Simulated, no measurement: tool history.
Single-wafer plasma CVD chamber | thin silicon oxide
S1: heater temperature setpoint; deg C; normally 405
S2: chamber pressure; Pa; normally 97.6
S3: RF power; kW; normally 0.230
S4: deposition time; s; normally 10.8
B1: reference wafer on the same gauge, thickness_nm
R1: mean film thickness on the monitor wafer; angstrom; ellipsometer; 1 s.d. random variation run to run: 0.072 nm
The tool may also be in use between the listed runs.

run,hour,S1,S2,S3,S4,B1,R1
1,0.0,405,97.6,0.230,10.8,18.697,161.65
2,42.7,405,81.6,0.230,10.8,18.722,142.63
3,84.6,405,97.6,0.230,10.8,18.701,160.36
# hour 330.5: gauge calibrated
4,351.2,405,97.6,0.230,10.8,18.699,161.29
5,457.4,405,97.6,0.230,10.8,18.698,161.09
6,502.9,405,97.6,0.230,10.8,18.693,161.63
# hour 516.3: capacitance manometer re-zeroed and calibrated
# hour 545.2: showerhead replaced
7,595.3,397,97.6,0.230,10.8,18.716,161.81
8,688.3,395,105.3,0.250,10.8,18.717,180.33
9,775.0,405,81.2,0.190,10.8,18.695,119.52
10,813.7,393,81.5,0.250,10.0,18.707,141.98
11,910.0,405,85.7,0.250,9.2,18.700,132.83
# hour 943.5: thermocouple changed; heater temperature recalibrated
12,977.9,405,97.6,0.230,10.8,18.692,160.75
13,1057.5,405,97.6,0.230,10.8,18.710,161.12
14,1095.9,405,97.6,0.230,10.8,18.708,160.09
15,1190.6,405,97.6,0.230,10.8,18.685,160.20
# hour 1269.9: RF generator calibrated
16,1270.4,405,84.0,0.270,10.8,18.701,164.50
17,1341.3,405,97.6,0.230,10.8,18.703,159.89
18,1409.1,395,97.6,0.230,10.8,18.706,162.32
19,1496.6,410,97.6,0.260,10.8,18.697,174.95
20,1567.4,405,97.6,0.230,10.8,18.697,161.27
21,1617.1,412,97.6,0.260,11.5,18.699,186.63
22,1703.0,396,97.6,0.230,12.0,18.698,179.47
23,1785.5,401,97.6,0.230,11.7,18.711,174.08
24,1866.9,417,97.6,0.245,10.8,18.702,168.24
25,1937.7,414,104.7,0.245,11.7,18.699,191.04
26,2022.2,405,74.8,0.230,10.8,18.688,134.74
# hour 2065.6: capacitance manometer re-zeroed and calibrated
27,2081.1,405,73.7,0.230,10.8,18.710,133.06
28,2134.6,413,78.5,0.205,10.8,18.703,124.21
29,2172.0,405,97.6,0.230,11.9,18.708,178.16

What the log doesn't show, run by run:
wafer temperature above the value expected at the setpoint (K): 0 at every run
delivered RF power above the setpoint (%): 0 at every run
true pressure above the setpoint (%): 0 at every run
gauge reads high (%): 0 at every run

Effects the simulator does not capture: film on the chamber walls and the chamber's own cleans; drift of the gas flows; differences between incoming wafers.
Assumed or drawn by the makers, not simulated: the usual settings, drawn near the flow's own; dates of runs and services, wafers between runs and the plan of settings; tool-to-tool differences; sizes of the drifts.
